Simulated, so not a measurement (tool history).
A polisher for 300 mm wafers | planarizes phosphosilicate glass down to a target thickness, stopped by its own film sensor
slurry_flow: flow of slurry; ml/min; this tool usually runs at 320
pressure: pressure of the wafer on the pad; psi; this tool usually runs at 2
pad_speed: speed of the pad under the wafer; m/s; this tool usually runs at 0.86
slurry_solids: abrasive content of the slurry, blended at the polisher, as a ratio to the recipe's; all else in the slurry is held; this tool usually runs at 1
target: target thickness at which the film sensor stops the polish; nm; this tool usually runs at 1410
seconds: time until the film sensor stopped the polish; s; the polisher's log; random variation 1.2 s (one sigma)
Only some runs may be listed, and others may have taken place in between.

| run | hour | slurry_flow | pressure | pad_speed | slurry_solids | target | incoming thickness of the incoming film, nm | seconds |
|---|---|---|---|---|---|---|---|---|
| 1 | 0 | 320 | 2.2 | 0.86 | 1 | 1410 | 1868.9 | 98.7 |
|  | 26.3 | slurry blender recalibrated |
|  | 73.9 | worn pad replaced by a new one |
| 2 | 78.6 | 320 | 2.2 | 0.86 | 1 | 1410 | 1870.5 | 88.2 |
|  | 95.4 | conditioning disc replaced and pad reconditioned |
| 3 | 180.3 | 320 | 2.2 | 0.86 | 1 | 1410 | 1845.5 | 89 |
| 4 | 270.8 | 320 | 1.6 | 1.02 | 1 | 1410 | 1868.3 | 113.1 |
|  | 301.3 | worn pad replaced by a new one |
|  | 331.1 | conditioning disc replaced and pad reconditioned |
| 5 | 356.4 | 320 | 1.6 | 0.86 | 1 | 1410 | 1877 | 116.3 |
|  | 368.5 | slurry blender recalibrated |
| 6 | 419.1 | 320 | 2 | 0.86 | 1 | 1410 | 1882.9 | 95.9 |
| 7 | 463 | 400 | 2 | 0.68 | 1 | 1410 | 1889.6 | 120.6 |
| 8 | 503.2 | 405 | 2 | 0.86 | 1 | 1410 | 1898.3 | 108 |

Estimate the outcome of run 9 from the log above:
|  | 551.4 | worn pad replaced by a new one |
|  | 562.8 | slurry nozzle cleaned |
|  | 573.5 | conditioning disc replaced and pad reconditioned |
| 9 | 593.1 | 425 | 2 | 0.86 | 0.9 | 1410 | 1860.8 | ? |

Run 9 yielded seconds 100.8 s.
Had the tool carried no hidden state, the very same run would have given seconds 89.7 s.
